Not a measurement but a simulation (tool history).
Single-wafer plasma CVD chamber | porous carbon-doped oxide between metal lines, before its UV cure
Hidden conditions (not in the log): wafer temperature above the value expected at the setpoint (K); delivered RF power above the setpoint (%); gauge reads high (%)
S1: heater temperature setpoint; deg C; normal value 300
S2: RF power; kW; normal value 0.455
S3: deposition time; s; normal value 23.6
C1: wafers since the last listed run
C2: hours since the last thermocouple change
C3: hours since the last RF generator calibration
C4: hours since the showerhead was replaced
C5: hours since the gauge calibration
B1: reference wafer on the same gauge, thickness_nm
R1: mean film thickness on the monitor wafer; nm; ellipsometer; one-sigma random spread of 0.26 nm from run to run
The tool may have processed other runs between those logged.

{"run": 1, "day": 0.0, "S1": 300, "S2": 0.455, "S3": 23.6, "C1": 0, "C2": 491.9, "C3": 1555.4, "C4": 1991.2, "C5": 981.5, "B1": 98.01, "R1": 117.184}
{"run": 2, "day": 2.692, "S1": 300, "S2": 0.455, "S3": 23.6, "C1": 1111, "C2": 556.5, "C3": 1620, "C4": 2055.8, "C5": 1046.1, "B1": 98.048, "R1": 117.044}
{"run": 3, "day": 4.225, "S1": 300, "S2": 0.455, "S3": 23.6, "C1": 633, "C2": 593.3, "C3": 1656.8, "C4": 2092.6, "C5": 1082.9, "B1": 98.068, "R1": 116.832}
{"run": 4, "day": 5.833, "S1": 300, "S2": 0.455, "S3": 23.6, "C1": 664, "C2": 631.9, "C3": 1695.4, "C4": 2131.2, "C5": 1121.5, "B1": 98.021, "R1": 116.833}
{"run": 5, "day": 10.296, "S1": 300, "S2": 0.455, "S3": 23.6, "C1": 1842, "C2": 739, "C3": 1802.5, "C4": 2238.3, "C5": 1228.6, "B1": 98.03, "R1": 116.22}
{"run": 6, "day": 14.592, "S1": 300, "S2": 0.455, "S3": 23.6, "C1": 1774, "C2": 842.1, "C3": 1905.6, "C4": 2341.4, "C5": 1331.7, "B1": 98.012, "R1": 115.892}
{"run": 7, "day": 16.754, "S1": 300, "S2": 0.455, "S3": 23.6, "C1": 893, "C2": 894, "C3": 1957.5, "C4": 2393.3, "C5": 1383.6, "B1": 98.003, "R1": 116.026}
{"run": 8, "day": 20.888, "S1": 300, "S2": 0.455, "S3": 23.6, "C1": 1706, "C2": 993.2, "C3": 2056.7, "C4": 2492.5, "C5": 1482.8, "B1": 98.064, "R1": 115.742}
{"run": 9, "day": 24.354, "S1": 300, "S2": 0.5, "S3": 25.3, "C1": 1431, "C2": 1076.4, "C3": 2139.9, "C4": 2575.7, "C5": 1566, "B1": 97.99, "R1": 131.829}
{"run": 10, "day": 26.138, "S1": 300, "S2": 0.5, "S3": 25.3, "C1": 736, "C2": 1119.2, "C3": 2182.7, "C4": 2618.5, "C5": 1608.8, "B1": 97.921, "R1": 132.373}
{"run": 11, "day": 27.825, "S1": 300, "S2": 0.5, "S3": 25.3, "C1": 696, "C2": 1159.7, "C3": 2223.2, "C4": 2659, "C5": 1649.3, "B1": 97.964, "R1": 132.306}
{"run": 12, "day": 35.521, "S1": 312, "S2": 0.455, "S3": 23.6, "C1": 3178, "C2": 1344.4, "C3": 2407.9, "C4": 2843.7, "C5": 1834, "B1": 97.999, "R1": 108.971}
{"day": 39.142, "done": "RF generator calibrated"}
{"run": 13, "day": 39.162, "S1": 312, "S2": 0.455, "S3": 23.6, "C1": 1366, "C2": 1431.8, "C3": 0.5, "C4": 2931.1, "C5": 1921.4, "B1": 97.987, "R1": 110.455}
{"run": 14, "day": 40.625, "S1": 294, "S2": 0.455, "S3": 27.7, "C1": 603, "C2": 1466.9, "C3": 35.6, "C4": 2966.2, "C5": 1956.5, "B1": 98.008, "R1": 140.777}
{"day": 41.062, "done": "gauge calibrated"}
{"run": 15, "day": 42.233, "S1": 313, "S2": 0.42, "S3": 28.2, "C1": 664, "C2": 1505.5, "C3": 74.2, "C4": 3004.8, "C5": 28.1, "B1": 98.006, "R1": 122.286}
{"run": 16, "day": 45.95, "S1": 300, "S2": 0.4, "S3": 23.6, "C1": 1534, "C2": 1594.7, "C3": 163.4, "C4": 3094, "C5": 117.3, "B1": 97.966, "R1": 105.216}
{"day": 47.775, "done": "showerhead replaced"}
{"run": 17, "day": 49.55, "S1": 306, "S2": 0.455, "S3": 19.4, "C1": 1349, "C2": 1681.1, "C3": 249.8, "C4": 42.6, "C5": 203.7, "B1": 98.022, "R1": 94.04}
{"day": 50.446, "done": "thermocouple changed; heater temperature recalibrated"}
{"run": 18, "day": 53.033, "S1": 300, "S2": 0.455, "S3": 23.6, "C1": 1300, "C2": 62.1, "C3": 333.4, "C4": 126.2, "C5": 287.3, "B1": 97.958, "R1": 119.199}
{"run": 19, "day": 59.571, "S1": 300, "S2": 0.41, "S3": 23.6, "C1": 2699, "C2": 219, "C3": 490.3, "C4": 283.1, "C5": 444.2, "B1": 98.014, "R1": 108.038}
{"run": 20, "day": 63.396, "S1": 300, "S2": 0.425, "S3": 25.1, "C1": 1579, "C2": 310.8, "C3": 582.1, "C4": 374.9, "C5": 536, "B1": 98.032, "R1": 118.303}
{"run": 21, "day": 66.254, "S1": 300, "S2": 0.43, "S3": 19.4, "C1": 1180, "C2": 379.4, "C3": 650.7, "C4": 443.5, "C5": 604.6, "B1": 98.022, "R1": 92.942}
{"run": 22, "day": 70.667, "S1": 307, "S2": 0.41, "S3": 19.4, "C1": 1822, "C2": 485.3, "C3": 756.6, "C4": 549.4, "C5": 710.5, "B1": 98, "R1": 86.33}
{"run": 23, "day": 74.521, "S1": 291, "S2": 0.545, "S3": 23.6, "C1": 1591, "C2": 577.8, "C3": 849.1, "C4": 641.9, "C5": 803, "B1": 98.027, "R1": 139.518}
{"run": 24, "day": 78.925, "S1": 307, "S2": 0.415, "S3": 23.6, "C1": 1818, "C2": 683.5, "C3": 954.8, "C4": 747.6, "C5": 908.7, "B1": 98.016, "R1": 104.844}
{"run": 25, "day": 80.771, "S1": 290, "S2": 0.455, "S3": 23.6, "C1": 762, "C2": 727.8, "C3": 999.1, "C4": 791.9, "C5": 953, "B1": 98.065, "R1": 123.039}
{"run": 26, "day": 85.204, "S1": 295, "S2": 0.545, "S3": 20.2, "C1": 1830, "C2": 834.2, "C3": 1105.5, "C4": 898.3, "C5": 1059.4, "B1": 97.941, "R1": 117.062}
{"run": 27, "day": 87.979, "S1": 300, "S2": 0.455, "S3": 23.6, "C1": 1145, "C2": 900.8, "C3": 1172.1, "C4": 964.9, "C5": 1126, "B1": 97.925, "R1": 116.575}
{"run": 28, "day": 90.933, "S1": 300, "S2": 0.455, "S3": 23.6, "C1": 1219, "C2": 971.7, "C3": 1243, "C4": 1035.8, "C5": 1196.9, "B1": 98.022, "R1": 116.903}
{"run": 29, "day": 95.142, "S1": 313, "S2": 0.54, "S3": 25.7, "C1": 1737, "C2": 1072.7, "C3": 1344, "C4": 1136.8, "C5": 1297.9, "B1": 97.94, "R1": 134.643}
{"run": 30, "day": 97.05, "S1": 312, "S2": 0.375, "S3": 23.6, "C1": 788, "C2": 1118.5, "C3": 1389.8, "C4": 1182.6, "C5": 1343.7, "B1": 97.974, "R1": 93.236}
{"run": 31, "day": 98.579, "S1": 307, "S2": 0.395, "S3": 25.2, "C1": 631, "C2": 1155.2, "C3": 1426.5, "C4": 1219.3, "C5": 1380.4, "B1": 97.989, "R1": 106.948}
{"run": 32, "day": 101.879, "S1": 300, "S2": 0.455, "S3": 23.6, "C1": 1362, "C2": 1234.4, "C3": 1505.7, "C4": 1298.5, "C5": 1459.6, "B1": 98.019, "R1": 116.467}
{"run": 33, "day": 104.238, "S1": 307, "S2": 0.375, "S3": 21.3, "C1": 973, "C2": 1291, "C3": 1562.3, "C4": 1355.1, "C5": 1516.2, "B1": 98.052, "R1": 86.492}
{"run": 34, "day": 106.521, "S1": 300, "S2": 0.5, "S3": 27, "C1": 942, "C2": 1345.8, "C3": 1617.1, "C4": 1409.9, "C5": 1571, "B1": 97.988, "R1": 142.016}
{"run": 35, "day": 108.638, "S1": 300, "S2": 0.455, "S3": 25.2, "C1": 874, "C2": 1396.6, "C3": 1667.9, "C4": 1460.7, "C5": 1621.8, "B1": 98.035, "R1": 123.813}

Take each entry between the runs: how does the hidden state at the last listed run before it differ from the hidden state at the first listed run after it?
After run 12, before run 13: RF generator calibrated (day 39.142)
  wafer temperature above the value expected at the setpoint (K): 5.08 -> 5.14; delivered RF power above the setpoint (%): -1.85 -> -0.0354
  what was measured, less what the result would be without the hidden state, R1: -4.308 -> -2.676 nm
After run 14, before run 15: gauge calibrated (day 41.062)
  wafer temperature above the value expected at the setpoint (K): 5.16 -> 5.18; delivered RF power above the setpoint (%): -0.0357 -> -0.0369
  what was measured, less what the result would be without the hidden state, R1: -3.805 -> -2.985 nm
After run 16, before run 17: showerhead replaced (day 47.775)
  wafer temperature above the value expected at the setpoint (K): 5.23 -> 5.26; delivered RF power above the setpoint (%): -0.043 -> -0.0532
  what was measured, less what the result would be without the hidden state, R1: -2.774 -> -2.455 nm
After run 17, before run 18: thermocouple changed; heater temperature recalibrated (day 50.446)
  wafer temperature above the value expected at the setpoint (K): 5.26 -> 1.19; delivered RF power above the setpoint (%): -0.0532 -> -0.0672
  what was measured, less what the result would be without the hidden state, R1: -2.455 -> -0.76 nm
